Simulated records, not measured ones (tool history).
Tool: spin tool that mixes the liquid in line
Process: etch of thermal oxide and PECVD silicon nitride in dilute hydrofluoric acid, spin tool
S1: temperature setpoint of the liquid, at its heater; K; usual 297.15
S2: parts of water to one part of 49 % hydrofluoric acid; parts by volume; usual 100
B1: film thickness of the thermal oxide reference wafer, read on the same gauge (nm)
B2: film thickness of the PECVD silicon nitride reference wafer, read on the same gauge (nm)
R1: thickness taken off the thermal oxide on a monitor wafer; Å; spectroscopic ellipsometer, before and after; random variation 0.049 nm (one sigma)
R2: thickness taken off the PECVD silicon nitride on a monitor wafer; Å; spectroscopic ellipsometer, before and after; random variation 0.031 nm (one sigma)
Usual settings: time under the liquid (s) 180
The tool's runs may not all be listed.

{"run": 1, "day": 0.0, "S1": 293.15, "S2": 100, "time under the liquid (s)": 180, "B1": 29.98, "B2": 90.002, "R1": 74.4, "R2": 28.75}
{"run": 2, "day": 1.075, "S1": 293.15, "S2": 100, "time under the liquid (s)": 180, "B1": 29.99, "B2": 89.991, "R1": 74.6, "R2": 28.13}
{"run": 3, "day": 1.762, "S1": 297.15, "S2": 130, "time under the liquid (s)": 180, "B1": 29.99, "B2": 89.974, "R1": 65.2, "R2": 28.52}
{"run": 4, "day": 2.908, "S1": 297.15, "S2": 100, "time under the liquid (s)": 180, "B1": 30, "B2": 89.995, "R1": 87.2, "R2": 36.87}
{"run": 5, "day": 4.067, "S1": 297.15, "S2": 100, "time under the liquid (s)": 180, "B1": 30, "B2": 89.988, "R1": 87.6, "R2": 36.73}
{"run": 6, "day": 5.496, "S1": 297.15, "S2": 100, "time under the liquid (s)": 180, "B1": 30, "B2": 89.985, "R1": 86.9, "R2": 36.63}
{"run": 7, "day": 6.917, "S1": 297.15, "S2": 100, "time under the liquid (s)": 180, "B1": 29.98, "B2": 89.988, "R1": 87.1, "R2": 36.41}
{"run": 8, "day": 8.021, "S1": 297.15, "S2": 100, "time under the liquid (s)": 180, "B1": 30.02, "B2": 90.012, "R1": 85.9, "R2": 36.8}
{"run": 9, "day": 9.033, "S1": 297.15, "S2": 100, "time under the liquid (s)": 180, "B1": 30.01, "B2": 89.996, "R1": 87, "R2": 36.53}
{"day": 9.912, "done": "gauge calibrated"}
{"run": 10, "day": 10.383, "S1": 297.15, "S2": 100, "time under the liquid (s)": 180, "B1": 30.01, "B2": 90.01, "R1": 87.3, "R2": 37.1}
{"run": 11, "day": 10.896, "S1": 297.15, "S2": 100, "time under the liquid (s)": 180, "B1": 30.01, "B2": 89.973, "R1": 86.1, "R2": 36.4}
{"run": 12, "day": 11.967, "S1": 294.15, "S2": 120, "time under the liquid (s)": 150, "B1": 30, "B2": 89.991, "R1": 52.2, "R2": 20.97}
{"run": 13, "day": 13.312, "S1": 294.15, "S2": 135, "time under the liquid (s)": 270, "B1": 30.01, "B2": 90.039, "R1": 81, "R2": 33.51}
{"run": 14, "day": 13.996, "S1": 297.15, "S2": 100, "time under the liquid (s)": 180, "B1": 30.01, "B2": 89.988, "R1": 86.4, "R2": 36.35}
{"run": 15, "day": 14.925, "S1": 294.65, "S2": 125, "time under the liquid (s)": 100, "B1": 30.01, "B2": 89.988, "R1": 33.5, "R2": 13.78}
{"run": 16, "day": 15.483, "S1": 292.15, "S2": 150, "time under the liquid (s)": 150, "B1": 29.99, "B2": 90.002, "R1": 36.7, "R2": 14.65}
{"day": 18.475, "done": "hydrofluoric acid flow meter replaced"}
{"run": 17, "day": 18.633, "S1": 294.15, "S2": 75, "time under the liquid (s)": 180, "B1": 29.99, "B2": 90.004, "R1": 117.9, "R2": 43.3}
{"day": 18.938, "done": "thermometer replaced"}
{"run": 18, "day": 19.246, "S1": 297.15, "S2": 100, "time under the liquid (s)": 180, "B1": 30, "B2": 90.02, "R1": 97, "R2": 40.25}
{"run": 19, "day": 20.438, "S1": 297.15, "S2": 100, "time under the liquid (s)": 180, "B1": 30.01, "B2": 90.015, "R1": 95.9, "R2": 39.99}
{"run": 20, "day": 21.171, "S1": 297.15, "S2": 70, "time under the liquid (s)": 180, "B1": 30, "B2": 89.989, "R1": 141.9, "R2": 57.31}

Forecast run 21:
{"run": 21, "day": 21.921, "S1": 297.15, "S2": 75, "time under the liquid (s)": 180, "B1": "?", "B2": "?", "R1": "?", "R2": "?"}

{"run 21": {"B1": 29.98, "B2": 89.965, "R1": 131.9, "R2": 53.4}}
Without the tool's hidden state the same run would have given R1 132.5 Å, R2 53.62 Å.

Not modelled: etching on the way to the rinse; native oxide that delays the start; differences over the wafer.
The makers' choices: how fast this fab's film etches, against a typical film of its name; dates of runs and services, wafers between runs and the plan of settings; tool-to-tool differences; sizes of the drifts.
